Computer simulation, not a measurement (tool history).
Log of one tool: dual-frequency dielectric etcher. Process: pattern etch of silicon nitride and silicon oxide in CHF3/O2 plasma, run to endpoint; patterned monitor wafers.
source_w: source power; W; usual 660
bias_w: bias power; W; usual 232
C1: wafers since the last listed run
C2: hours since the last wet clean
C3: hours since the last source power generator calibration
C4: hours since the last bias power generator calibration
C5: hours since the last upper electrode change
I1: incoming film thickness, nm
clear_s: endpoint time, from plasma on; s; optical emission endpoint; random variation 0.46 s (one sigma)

run 1 hour=0 | source_w=660 bias_w=192 | C1=0 C2=194.9 C3=1595.6 C4=1337.7 C5=2845.4 | I1=223.5 | clear_s=142.7
run 2 hour=102.7 | source_w=660 bias_w=192 | C1=514 C2=297.6 C3=1698.3 C4=1440.4 C5=2948.1 | I1=222.3 | clear_s=141.6
run 3 hour=187.5 | source_w=660 bias_w=232 | C1=424 C2=382.4 C3=1783.1 C4=1525.2 C5=3032.9 | I1=221.7 | clear_s=133.5
run 4 hour=232.3 | source_w=660 bias_w=232 | C1=224 C2=427.2 C3=1827.9 C4=1570 C5=3077.7 | I1=222.1 | clear_s=133.1
run 5 hour=273.9 | source_w=660 bias_w=232 | C1=208 C2=468.8 C3=1869.5 C4=1611.6 C5=3119.3 | I1=220.4 | clear_s=131.1
run 6 hour=343.9 | source_w=660 bias_w=232 | C1=350 C2=538.8 C3=1939.5 C4=1681.6 C5=3189.3 | I1=223.2 | clear_s=134
-- hour=395.4 wet clean of the chamber
run 7 hour=437.8 | source_w=570 bias_w=275 | C1=349 C2=42.4 C3=2033.4 C4=1775.5 C5=3283.2 | I1=223.8 | clear_s=133.7
run 8 hour=479.8 | source_w=660 bias_w=220 | C1=210 C2=84.4 C3=2075.4 C4=1817.5 C5=3325.2 | I1=222.1 | clear_s=135.9
run 9 hour=581.4 | source_w=660 bias_w=220 | C1=508 C2=186 C3=2177 C4=1919.1 C5=3426.8 | I1=222.4 | clear_s=135.7
run 10 hour=670.3 | source_w=660 bias_w=220 | C1=444 C2=274.9 C3=2265.9 C4=2008 C5=3515.7 | I1=220.2 | clear_s=134.4
run 11 hour=713.4 | source_w=660 bias_w=232 | C1=215 C2=318 C3=2309 C4=2051.1 C5=3558.8 | I1=222.6 | clear_s=132.7
run 12 hour=806.2 | source_w=660 bias_w=232 | C1=464 C2=410.8 C3=2401.8 C4=2143.9 C5=3651.6 | I1=226.7 | clear_s=135.5
-- hour=926.7 wet clean of the chamber
run 13 hour=1092.6 | source_w=660 bias_w=232 | C1=1313 C2=165.9 C3=2688.2 C4=2430.3 C5=3938 | I1=222.1 | clear_s=132.9
run 14 hour=1158.2 | source_w=660 bias_w=232 | C1=328 C2=231.5 C3=2753.8 C4=2495.9 C5=4003.6 | I1=225.8 | clear_s=135.7
run 15 hour=1205.9 | source_w=660 bias_w=232 | C1=238 C2=279.2 C3=2801.5 C4=2543.6 C5=4051.3 | I1=221.6 | clear_s=131.4
run 16 hour=1250.3 | source_w=660 bias_w=281 | C1=222 C2=323.6 C3=2845.9 C4=2588 C5=4095.7 | I1=223 | clear_s=125.4
run 17 hour=1317.5 | source_w=750 bias_w=288 | C1=336 C2=390.8 C3=2913.1 C4=2655.2 C5=4162.9 | I1=224.4 | clear_s=118.7
run 18 hour=1390.1 | source_w=610 bias_w=264 | C1=363 C2=463.4 C3=2985.7 C4=2727.8 C5=4235.5 | I1=222.7 | clear_s=130.7
run 19 hour=1450.1 | source_w=660 bias_w=283 | C1=300 C2=523.4 C3=3045.7 C4=2787.8 C5=4295.5 | I1=223.4 | clear_s=124.4
run 20 hour=1510.2 | source_w=600 bias_w=182 | C1=300 C2=583.5 C3=3105.8 C4=2847.9 C5=4355.6 | I1=223.1 | clear_s=149.2
run 21 hour=1557.3 | source_w=660 bias_w=220 | C1=235 C2=630.6 C3=3152.9 C4=2895 C5=4402.7 | I1=221.5 | clear_s=134.3
-- hour=1589.4 wet clean of the chamber
-- hour=1630.9 upper electrode replaced
run 22 hour=1656 | source_w=740 bias_w=270 | C1=253 C2=66.6 C3=3251.6 C4=2993.7 C5=25.1 | I1=224.3 | clear_s=121.8
run 23 hour=1694 | source_w=660 bias_w=232 | C1=190 C2=104.6 C3=3289.6 C4=3031.7 C5=63.1 | I1=222 | clear_s=132.5
-- hour=1790.4 source power generator calibrated
run 24 hour=1790.9 | source_w=600 bias_w=203 | C1=465 C2=201.5 C3=0.5 C4=3128.6 C5=160 | I1=223 | clear_s=146.1
-- hour=1843.4 bias power generator calibrated
run 25 hour=1889.6 | source_w=660 bias_w=232 | C1=474 C2=300.2 C3=99.2 C4=46.2 C5=258.7 | I1=223 | clear_s=135.7
run 26 hour=1986.1 | source_w=660 bias_w=232 | C1=483 C2=396.7 C3=195.7 C4=142.7 C5=355.2 | I1=222.2 | clear_s=135.3
run 27 hour=2054.1 | source_w=600 bias_w=232 | C1=340 C2=464.7 C3=263.7 C4=210.7 C5=423.2 | I1=222.3 | clear_s=138.7
run 28 hour=2109.6 | source_w=580 bias_w=279 | C1=277 C2=520.2 C3=319.2 C4=266.2 C5=478.7 | I1=220.8 | clear_s=131.3
-- hour=2211.7 wet clean of the chamber
run 29 hour=2212.2 | source_w=620 bias_w=232 | C1=393 C2=0.5 C3=421.8 C4=368.8 C5=581.3 | I1=221.2 | clear_s=137
run 30 hour=2376.6 | source_w=660 bias_w=181 | C1=822 C2=164.9 C3=586.2 C4=533.2 C5=745.7 | I1=223.8 | clear_s=144.9
run 31 hour=2467.2 | source_w=760 bias_w=212 | C1=453 C2=255.5 C3=676.8 C4=623.8 C5=836.3 | I1=224.2 | clear_s=132.1
run 32 hour=2566.5 | source_w=710 bias_w=196 | C1=497 C2=354.8 C3=776.1 C4=723.1 C5=935.6 | I1=222.5 | clear_s=137
run 33 hour=2625.6 | source_w=510 bias_w=191 | C1=295 C2=413.9 C3=835.2 C4=782.2 C5=994.7 | I1=222.3 | clear_s=157.9
run 34 hour=2679.1 | source_w=660 bias_w=232 | C1=267 C2=467.4 C3=888.7 C4=835.7 C5=1048.2 | I1=226 | clear_s=135.6
-- hour=2751.9 wet clean of the chamber
run 35 hour=2771.6 | source_w=710 bias_w=261 | C1=342 C2=19.7 C3=981.2 C4=928.2 C5=1140.7 | I1=224.1 | clear_s=126

The same runs without the tool's hidden state, with the same run-to-run variation:
The hidden state here: etch rate over this chamber's usual, %; source power that arrives over what is set, %; bias power that arrives over what is set, %.
run=1 clear_s=144.5
run=2 clear_s=143.5
run=3 clear_s=135.2
run=4 clear_s=134.9
run=5 clear_s=132.9
run=6 clear_s=135.9
run=7 clear_s=135.6
run=8 clear_s=137.8
run=9 clear_s=137.6
run=10 clear_s=136.4
run=11 clear_s=134.6
run=12 clear_s=137.5
run=13 clear_s=134.9
run=14 clear_s=137.7
run=15 clear_s=133.4
run=16 clear_s=127.3
run=17 clear_s=120.5
run=18 clear_s=132.7
run=19 clear_s=126.3
run=20 clear_s=151.6
run=21 clear_s=136.4
run=22 clear_s=123.7
run=23 clear_s=134.6
run=24 clear_s=145.9
run=25 clear_s=135.7
run=26 clear_s=135.5
run=27 clear_s=139
run=28 clear_s=131.7
run=29 clear_s=137.6
run=30 clear_s=145.8
run=31 clear_s=133
run=32 clear_s=138
run=33 clear_s=159.2
run=34 clear_s=136.8
run=35 clear_s=127.1
